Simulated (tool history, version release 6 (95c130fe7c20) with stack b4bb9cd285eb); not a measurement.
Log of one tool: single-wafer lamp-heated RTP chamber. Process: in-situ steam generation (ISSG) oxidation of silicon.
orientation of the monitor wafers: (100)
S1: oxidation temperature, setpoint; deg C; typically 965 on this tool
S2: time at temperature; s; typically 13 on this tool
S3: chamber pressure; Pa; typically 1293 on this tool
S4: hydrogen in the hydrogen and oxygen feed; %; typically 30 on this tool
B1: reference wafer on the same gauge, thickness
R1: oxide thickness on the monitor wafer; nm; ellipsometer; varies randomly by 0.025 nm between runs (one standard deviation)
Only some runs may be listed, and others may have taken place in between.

run 1 hour=0 | S1=965 S2=13 S3=1293 S4=32 | B1=3.912 | R1=4.707
run 2 hour=77.5 | S1=965 S2=13 S3=1293 S4=32 | B1=3.91 | R1=4.673
-- hour=119.2 gauge calibrated
run 3 hour=130.1 | S1=965 S2=13 S3=1293 S4=23 | B1=3.909 | R1=4.334
run 4 hour=221.6 | S1=965 S2=13 S3=1293 S4=23 | B1=3.903 | R1=4.359
run 5 hour=297.9 | S1=965 S2=13 S3=1293 S4=23 | B1=3.911 | R1=4.311
-- hour=323.4 hydrogen flow controller replaced
-- hour=325.6 pyrometer window cleaned and pyrometer calibrated
run 6 hour=400.6 | S1=978 S2=13 S3=1293 S4=30 | B1=3.908 | R1=4.762
run 7 hour=482.9 | S1=978 S2=13 S3=1293 S4=30 | B1=3.909 | R1=4.803
run 8 hour=527.1 | S1=965 S2=13 S3=1293 S4=30 | B1=3.908 | R1=4.658
-- hour=547.7 pressure gauge zeroed
run 9 hour=602.4 | S1=965 S2=13 S3=1293 S4=30 | B1=3.91 | R1=4.631
run 10 hour=692.9 | S1=965 S2=13 S3=1293 S4=30 | B1=3.907 | R1=4.655
run 11 hour=760.8 | S1=965 S2=13 S3=1293 S4=30 | B1=3.912 | R1=4.651
run 12 hour=802.5 | S1=954 S2=9 S3=1360 S4=26 | B1=3.911 | R1=3.761
run 13 hour=886.6 | S1=965 S2=13 S3=1293 S4=30 | B1=3.907 | R1=4.621
run 14 hour=976.1 | S1=965 S2=15 S3=1293 S4=30 | B1=3.909 | R1=4.879
-- hour=1033 pyrometer window cleaned and pyrometer calibrated
run 15 hour=1033.5 | S1=978 S2=13 S3=1293 S4=27 | B1=3.903 | R1=4.642
run 16 hour=1101.1 | S1=965 S2=13 S3=1293 S4=30 | B1=3.91 | R1=4.65
run 17 hour=1201 | S1=978 S2=13 S3=1293 S4=30 | B1=3.913 | R1=4.822
run 18 hour=1300.4 | S1=975 S2=11 S3=1360 S4=32 | B1=3.908 | R1=4.485
run 19 hour=1382.6 | S1=984 S2=17 S3=1347 S4=32 | B1=3.91 | R1=5.446
run 20 hour=1453.9 | S1=960 S2=17 S3=1293 S4=30 | B1=3.906 | R1=5.037
run 21 hour=1541.2 | S1=965 S2=13 S3=1293 S4=30 | B1=3.908 | R1=4.651
run 22 hour=1639.3 | S1=956 S2=9 S3=1347 S4=20 | B1=3.91 | R1=3.528
-- hour=1748.8 pyrometer window cleaned and pyrometer calibrated
run 23 hour=1749.3 | S1=950 S2=18 S3=1347 S4=32 | B1=3.907 | R1=5.032
run 24 hour=1838.3 | S1=965 S2=13 S3=1360 S4=30 | B1=3.907 | R1=4.521
run 25 hour=1895.1 | S1=965 S2=13 S3=1293 S4=30 | B1=3.908 | R1=4.67
run 26 hour=1946.7 | S1=983 S2=10 S3=1293 S4=30 | B1=3.909 | R1=4.392
run 27 hour=1988.1 | S1=984 S2=13 S3=1293 S4=30 | B1=3.91 | R1=4.913
run 28 hour=2048.8 | S1=977 S2=16 S3=1293 S4=32 | B1=3.908 | R1=5.275
run 29 hour=2097.9 | S1=976 S2=9 S3=1187 S4=25 | B1=3.912 | R1=3.992
run 30 hour=2202.9 | S1=965 S2=13 S3=1293 S4=32 | B1=3.907 | R1=4.718
run 31 hour=2258.7 | S1=979 S2=9 S3=1347 S4=24 | B1=3.905 | R1=3.855
-- hour=2310.5 gauge calibrated
run 32 hour=2352.8 | S1=960 S2=13 S3=1293 S4=30 | B1=3.91 | R1=4.575

Forecast each of these 3 alternatives for the next run:
run A hour=2353.2 | S1=965 S2=13 S3=1293 S4=30 | B1=? | R1=?
run B hour=2353.2 | S1=982 S2=15 S3=1360 S4=30 | B1=? | R1=?
run C hour=2353.2 | S1=965 S2=13 S3=1293 S4=22 | B1=? | R1=?

run=A B1=3.914 R1=4.636
run=B B1=3.914 R1=5.101
run=C B1=3.914 R1=4.307
Stripped of hidden state, with their random variation kept, the same runs would have yielded:
run=A R1=4.636
run=B R1=5.101
run=C R1=4.307
